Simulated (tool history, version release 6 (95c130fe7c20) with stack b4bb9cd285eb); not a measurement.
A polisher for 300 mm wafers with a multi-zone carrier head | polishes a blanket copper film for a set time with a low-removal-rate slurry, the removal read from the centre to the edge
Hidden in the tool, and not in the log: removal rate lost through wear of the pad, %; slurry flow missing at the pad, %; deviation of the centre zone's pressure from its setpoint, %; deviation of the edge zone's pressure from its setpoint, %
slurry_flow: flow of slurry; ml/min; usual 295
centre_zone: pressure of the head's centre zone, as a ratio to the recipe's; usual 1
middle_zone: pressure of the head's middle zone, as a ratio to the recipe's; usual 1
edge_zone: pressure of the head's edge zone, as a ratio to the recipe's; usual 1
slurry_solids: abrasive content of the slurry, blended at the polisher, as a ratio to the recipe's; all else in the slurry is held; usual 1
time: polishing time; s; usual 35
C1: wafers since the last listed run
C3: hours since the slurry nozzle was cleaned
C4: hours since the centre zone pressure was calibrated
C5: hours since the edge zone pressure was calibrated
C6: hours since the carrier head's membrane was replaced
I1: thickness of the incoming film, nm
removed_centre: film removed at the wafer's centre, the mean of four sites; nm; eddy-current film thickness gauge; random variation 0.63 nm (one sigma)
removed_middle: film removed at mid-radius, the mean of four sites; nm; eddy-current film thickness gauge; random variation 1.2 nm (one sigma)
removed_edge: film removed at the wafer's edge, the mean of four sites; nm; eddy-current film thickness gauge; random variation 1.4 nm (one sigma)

Run 1, hour 0: usual settings; C1 0; wafers polished on this pad 268; C3 632.3; C4 1000.6; C5 738.3; C6 1339.5; I1 1273.5. Result: removed_centre 99.5 nm, removed_middle 98.7 nm, removed_edge 101.7 nm.
Run 2, hour 19.2: usual settings; C1 195; wafers polished on this pad 464; C3 651.5; C4 1019.8; C5 757.5; C6 1358.7; I1 1290.6. Result: removed_centre 98.1 nm, removed_middle 101.6 nm, removed_edge 101.6 nm.
Run 3, hour 50.2: usual settings; C1 316; wafers polished on this pad 780; C3 682.5; C4 1050.8; C5 788.5; C6 1389.7; I1 1249.6. Result: removed_centre 97.9 nm, removed_middle 98.4 nm, removed_edge 103.9 nm.
At hour 86.5: worn pad replaced by a new one.
Run 4, hour 96: usual settings; C1 426; wafers polished on this pad 96; C3 728.3; C4 1096.6; C5 834.3; C6 1435.5; I1 1279.8. Result: removed_centre 98.1 nm, removed_middle 101.2 nm, removed_edge 103.6 nm.
Run 5, hour 127: usual settings; C1 316; wafers polished on this pad 413; C3 759.3; C4 1127.6; C5 865.3; C6 1466.5; I1 1265.1. Result: removed_centre 97.7 nm, removed_middle 101.4 nm, removed_edge 100.8 nm.
Run 6, hour 152.6: usual settings; C1 261; wafers polished on this pad 674; C3 784.9; C4 1153.2; C5 890.9; C6 1492.1; I1 1268. Result: removed_centre 97 nm, removed_middle 101.7 nm, removed_edge 100.3 nm.
Run 7, hour 174.6: usual settings; C1 224; wafers polished on this pad 899; C3 806.9; C4 1175.2; C5 912.9; C6 1514.1; I1 1249.9. Result: removed_centre 96.6 nm, removed_middle 100.2 nm, removed_edge 101.3 nm.
At hour 187.5: worn pad replaced by a new one.
Run 8, hour 197.9: usual settings; C1 196; wafers polished on this pad 106; C3 830.2; C4 1198.5; C5 936.2; C6 1537.4; I1 1258.5. Result: removed_centre 97.4 nm, removed_middle 101.3 nm, removed_edge 103.5 nm.
At hour 200.6: edge zone pressure recalibrated.
At hour 222.1: carrier head's membrane replaced by a new one.
At hour 229.5: slurry nozzle cleaned.
Run 9, hour 230.6: usual settings but time 25 s; C1 252; wafers polished on this pad 358; C3 1.1; C4 1231.2; C5 30; C6 8.5; I1 1256.9. Result: removed_centre 69.3 nm, removed_middle 73.4 nm, removed_edge 74.5 nm.
At hour 261.8: centre zone pressure recalibrated.
Run 10, hour 286.8: usual settings but centre_zone 0.89, edge_zone 1.1; C1 553; wafers polished on this pad 911; C3 57.3; C4 25; C5 86.2; C6 64.7; I1 1284. Result: removed_centre 82.4 nm, removed_middle 100.9 nm, removed_edge 105.4 nm.
At hour 292.1: worn pad replaced by a new one.
Run 11, hour 314.9: usual settings but slurry_flow 325 ml/min, middle_zone 1.12, slurry_solids 0.7; C1 245; wafers polished on this pad 232; C3 85.4; C4 53.1; C5 114.3; C6 92.8; I1 1285.2. Result: removed_centre 87.1 nm, removed_middle 106.3 nm, removed_edge 96.3 nm.
At hour 342.7: centre zone pressure recalibrated, repeated, since the last time left the tool worse.
Run 12, hour 343.2: usual settings but time 46 s; C1 268; wafers polished on this pad 501; C3 113.7; C4 0.5; C5 142.6; C6 121.1; I1 1282.2. Result: removed_centre 134.4 nm, removed_middle 133.6 nm, removed_edge 132.5 nm.
At hour 399.3: worn pad replaced by a new one.
Run 13, hour 438.7: usual settings but centre_zone 1.09, middle_zone 0.97, edge_zone 0.91, slurry_solids 1.25; C1 933; wafers polished on this pad 402; C3 209.2; C4 96; C5 238.1; C6 216.6; I1 1274.1. Result: removed_centre 116.3 nm, removed_middle 102.6 nm, removed_edge 101 nm.
Run 14, hour 453: usual settings but middle_zone 1.04; C1 145; wafers polished on this pad 548; C3 223.5; C4 110.3; C5 252.4; C6 230.9; I1 1254.6. Result: removed_centre 104.1 nm, removed_middle 105.1 nm, removed_edge 102.9 nm.

Run 15 comes next. What will it give?
Run 15, hour 478.9: usual settings; C1 264; wafers polished on this pad 812; C3 249.4; C4 136.2; C5 278.3; C6 256.8; I1 1262. Result: removed_centre ?, removed_middle ?, removed_edge ?.

{"run 15": {"removed_centre": 102.4, "removed_middle": 102.8, "removed_edge": 103.7}}
Without the tool's hidden state the same run would have given removed_centre 102.5 nm, removed_middle 102.8 nm, removed_edge 103.7 nm.
